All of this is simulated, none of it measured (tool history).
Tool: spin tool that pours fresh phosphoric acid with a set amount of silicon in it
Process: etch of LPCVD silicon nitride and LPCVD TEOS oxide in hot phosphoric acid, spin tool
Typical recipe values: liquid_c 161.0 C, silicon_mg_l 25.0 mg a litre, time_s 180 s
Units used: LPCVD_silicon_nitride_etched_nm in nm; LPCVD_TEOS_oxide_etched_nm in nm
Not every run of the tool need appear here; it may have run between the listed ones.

run	hour	liquid_c	silicon_mg_l	time_s	read-back film thickness of the LPCVD silicon nitride reference wafer, read on the same gauge (nm)	read-back film thickness of the LPCVD TEOS oxide reference wafer, read on the same gauge (nm)	LPCVD_silicon_nitride_etched_nm	LPCVD_TEOS_oxide_etched_nm
1	0.0	161.0	25.0	220	90.01	149.984	18.17	0.795
2	52.6	161.0	25.0	180	90.00	149.988	14.74	0.631
3	148.0	161.0	25.0	180	90.00	150.034	14.76	0.640
4	190.3	161.0	25.0	180	90.01	150.024	14.61	0.614
5	243.8	161.0	25.0	180	90.00	150.013	14.72	0.640
6	303.6	161.0	25.0	180	89.99	150.010	14.71	0.613
7	364.6	161.0	25.0	180	89.99	149.995	14.52	0.579
# hour 379.6: thermometer replaced
8	418.7	161.0	25.0	180	90.01	149.966	14.47	0.652
9	518.2	161.0	25.0	180	89.99	150.017	14.50	0.594
10	579.0	161.0	25.0	180	89.99	149.979	14.52	0.586
# hour 680.2: dissolved silicon flow meter replaced
11	682.6	161.0	25.0	180	90.00	150.012	14.47	0.599
12	775.4	161.0	17.0	180	90.00	150.035	14.35	0.776
13	817.6	161.0	25.0	180	89.99	149.992	14.38	0.586
14	861.9	162.5	32.5	260	90.00	149.985	21.76	0.666
# hour 893.9: heated supply line repaired
15	900.0	160.0	12.0	75	90.00	150.007	6.20	0.385
16	988.3	162.5	33.0	235	90.00	150.012	20.97	0.736
# hour 1030.0: gauge calibrated
17	1046.6	161.0	13.0	180	89.97	150.011	15.32	0.967
# hour 1057.0: thermometer replaced
18	1109.3	161.0	34.5	70	90.00	149.995	5.89	0.170
19	1166.5	162.0	19.0	245	90.00	150.004	21.34	1.101
20	1222.2	159.0	31.0	180	90.02	150.008	14.25	0.474
21	1281.8	161.0	14.0	130	90.01	149.999	10.88	0.644
22	1388.9	161.0	25.0	180	89.99	150.003	15.01	0.625

Below are 4 alternative next runs, each starting from the tool's condition after run 22. Predict each:
A	1389.4	161.0	25.0	180	?	?	?	?
B	1389.4	159.0	32.5	220	?	?	?	?
C	1389.4	161.0	25.0	70	?	?	?	?
D	1389.4	161.0	32.0	95	?	?	?	?

run	read-back film thickness of the LPCVD silicon nitride reference wafer, read on the same gauge (nm)	read-back film thickness of the LPCVD TEOS oxide reference wafer, read on the same gauge (nm)	LPCVD_silicon_nitride_etched_nm	LPCVD_TEOS_oxide_etched_nm
A	90.02	150.009	15.01	0.645
B	90.02	150.009	17.15	0.509
C	90.02	150.009	5.84	0.251
D	90.02	150.009	7.92	0.261
Without the tool's unlogged condition, the same runs would have read:
run	LPCVD_silicon_nitride_etched_nm	LPCVD_TEOS_oxide_etched_nm
A	15.36	0.678
B	17.55	0.536
C	5.97	0.264
D	8.11	0.274

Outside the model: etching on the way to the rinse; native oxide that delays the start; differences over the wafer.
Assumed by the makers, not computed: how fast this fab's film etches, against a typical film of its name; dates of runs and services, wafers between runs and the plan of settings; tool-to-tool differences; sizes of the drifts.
